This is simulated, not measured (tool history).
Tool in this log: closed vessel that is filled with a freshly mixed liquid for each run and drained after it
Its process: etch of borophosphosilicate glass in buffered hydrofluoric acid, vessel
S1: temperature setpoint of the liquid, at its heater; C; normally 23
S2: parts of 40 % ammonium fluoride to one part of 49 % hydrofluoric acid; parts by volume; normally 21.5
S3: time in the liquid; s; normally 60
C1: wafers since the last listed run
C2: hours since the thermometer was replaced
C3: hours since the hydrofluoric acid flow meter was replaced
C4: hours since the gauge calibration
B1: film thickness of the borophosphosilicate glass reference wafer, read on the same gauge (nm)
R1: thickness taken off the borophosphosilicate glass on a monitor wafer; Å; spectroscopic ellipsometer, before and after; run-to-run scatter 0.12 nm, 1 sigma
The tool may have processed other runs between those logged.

run   hour  S1    S2  S3     C1     C2      C3      C4     B1     R1
  1    0.0  23  21.5  60      0  652.6  1614.2  1034.1  80.01  382.3
  2   65.7  23  21.5  60   7143  718.3  1679.9  1099.8  79.97  385.9
      95.8  -- thermometer replaced
  3  121.6  23  21.5  60   5969   25.8  1735.8  1155.7  79.98  384.5
  4  193.3  23  21.5  60   7796   97.5  1807.5  1227.4  79.98  381.7
  5  227.7  23  21.5  60   3740  131.9  1841.9  1261.8  79.99  381.1
  6  299.0  23  18.5  60   7752  203.2  1913.2  1333.1  80.00  430.4
  7  341.6  23  18.5  60   4631  245.8  1955.8  1375.7  80.01  431.8
  8  525.1  23  18.5  60  19952  429.3  2139.3  1559.2  80.01  427.8
  9  549.3  23  21.5  60   2631  453.5  2163.5  1583.4  80.01  383.4
     586.1  -- hydrofluoric acid flow meter replaced
 10  588.6  23  21.5  60   4164  492.8     2.5  1622.7  79.97  391.0
     613.4  -- gauge calibrated
 11  745.4  23  21.5  60  17049  649.6   159.3   132.0  79.96  390.8
 12  800.4  23  21.5  60   5980  704.6   214.3   187.0  80.02  388.2
     805.6  -- thermometer replaced
 13  859.1  23  21.5  60   6273   53.5   273.0   245.7  80.00  391.2
 14  900.6  21  21.5  70   4512   95.0   314.5   287.2  80.00  405.4

Predict the results of run 15:
 15  955.3  23  21.5  60  5947  149.7  369.2  341.9   ?   ?

Logged for run 15: B1 79.99, R1 390.2 Å.
If the tool had no hidden condition, the same run with the same run-to-run variation would have returned R1 391.8 Å.

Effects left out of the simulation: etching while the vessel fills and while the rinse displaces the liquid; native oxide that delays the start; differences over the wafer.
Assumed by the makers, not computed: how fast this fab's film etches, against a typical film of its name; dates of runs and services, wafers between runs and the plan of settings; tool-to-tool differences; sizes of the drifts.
